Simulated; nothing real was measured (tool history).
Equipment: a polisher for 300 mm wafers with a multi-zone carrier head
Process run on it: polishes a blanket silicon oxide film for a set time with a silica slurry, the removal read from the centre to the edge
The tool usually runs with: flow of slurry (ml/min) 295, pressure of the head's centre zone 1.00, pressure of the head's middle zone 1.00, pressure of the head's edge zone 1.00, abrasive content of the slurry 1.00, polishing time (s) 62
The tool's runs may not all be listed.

run	hour	flow of slurry (ml/min)	pressure of the head's centre zone	pressure of the head's middle zone	pressure of the head's edge zone	abrasive content of the slurry	polishing time (s)	wafers since the last listed run	wafers polished on this pad	hours since the slurry nozzle was cleaned	hours since the centre zone pressure was calibrated	hours since the edge zone pressure was calibrated	hours since the carrier head's membrane was replaced	incoming thickness of the incoming film, nm	film removed at the wafer's centre (Å)	film removed at mid-radius (Å)	film removed at the wafer's edge (Å)
1	0.0	295	1.00	1.06	1.00	1.00	62	0	813	468.0	410.2	253.1	1737.8	1784.4	1949	2126	2003
2	12.1	295	1.00	1.06	1.00	1.00	62	80	894	480.1	422.3	265.2	1749.9	1775.0	1946	2092	1986
3	27.1	295	1.00	1.00	1.00	1.00	62	100	994	495.1	437.3	280.2	1764.9	1793.5	1909	1975	1952
4	40.7	295	1.00	1.00	1.00	1.00	62	90	1085	508.7	450.9	293.8	1778.5	1755.6	1909	1914	1934
5	54.0	295	1.00	1.00	1.00	1.00	62	88	1174	522.0	464.2	307.1	1791.8	1776.8	1886	1939	1935
# hour 62.6: carrier head's membrane replaced by a new one
6	63.1	295	1.00	1.05	1.00	1.00	69	27	1201	531.1	473.3	316.2	0.5	1787.9	2083	2207	2153
# hour 69.9: worn pad replaced by a new one
7	70.4	295	1.00	1.05	1.00	1.00	69	22	3	538.4	480.6	323.5	7.8	1791.0	2253	2370	2303
8	82.7	295	1.00	1.05	1.00	1.00	69	82	85	550.7	492.9	335.8	20.1	1780.5	2257	2371	2259
# hour 88.2: slurry nozzle cleaned
9	95.6	295	1.00	0.92	1.00	1.25	40	79	165	7.4	505.8	348.7	33.0	1775.7	1444	1359	1484
# hour 109.5: centre zone pressure recalibrated
10	110.7	370	1.00	1.00	1.00	1.00	62	87	252	22.5	1.2	363.8	48.1	1766.8	2040	2105	2121
11	117.4	295	0.90	0.91	1.00	0.80	79	44	297	29.2	7.9	370.5	54.8	1793.5	2068	2149	2338
# hour 120.2: edge zone pressure recalibrated
12	124.0	295	1.00	1.03	1.04	1.00	43	30	327	35.8	14.5	3.8	61.4	1781.9	1391	1440	1439
13	133.0	295	1.00	1.00	1.00	1.00	81	60	388	44.8	23.5	12.8	70.4	1786.8	2624	2644	2736
14	143.0	295	1.00	1.00	1.00	1.00	62	66	454	54.8	33.5	22.8	80.4	1801.2	1990	2014	2038
15	154.9	295	1.00	1.00	1.00	1.00	62	79	534	66.7	45.4	34.7	92.3	1763.8	1979	2021	2097
16	168.7	295	1.00	1.00	1.00	1.00	62	92	626	80.5	59.2	48.5	106.1	1753.8	1972	2010	1996

5 ways to go on from here, each from the tool as it stands after run 16. What would each give?
A	169.1	295	1.00	1.00	1.00	1.00	62	2	629	80.9	59.6	48.9	106.5	1788.5	?	?	?
B	169.1	295	0.90	1.00	1.08	1.00	62	2	629	80.9	59.6	48.9	106.5	1788.5	?	?	?
C	169.1	295	1.04	1.00	1.00	1.00	62	2	629	80.9	59.6	48.9	106.5	1788.5	?	?	?
D	169.1	295	1.00	1.05	1.00	1.00	62	2	629	80.9	59.6	48.9	106.5	1788.5	?	?	?
E	169.1	215	1.04	1.00	1.00	1.15	62	2	629	80.9	59.6	48.9	106.5	1788.5	?	?	?

run	film removed at the wafer's centre (Å)	film removed at mid-radius (Å)	film removed at the wafer's edge (Å)
A	1976	2017	1975
B	1795	2018	2051
C	2048	2017	1975
D	1977	2103	1974
E	2085	2063	2041
With no hidden state in the tool, these same runs would have given:
run	film removed at the wafer's centre (Å)	film removed at mid-radius (Å)	film removed at the wafer's edge (Å)
A	2049	2092	2048
B	1861	2092	2127
C	2124	2091	2048
D	2049	2180	2046
E	2162	2139	2116
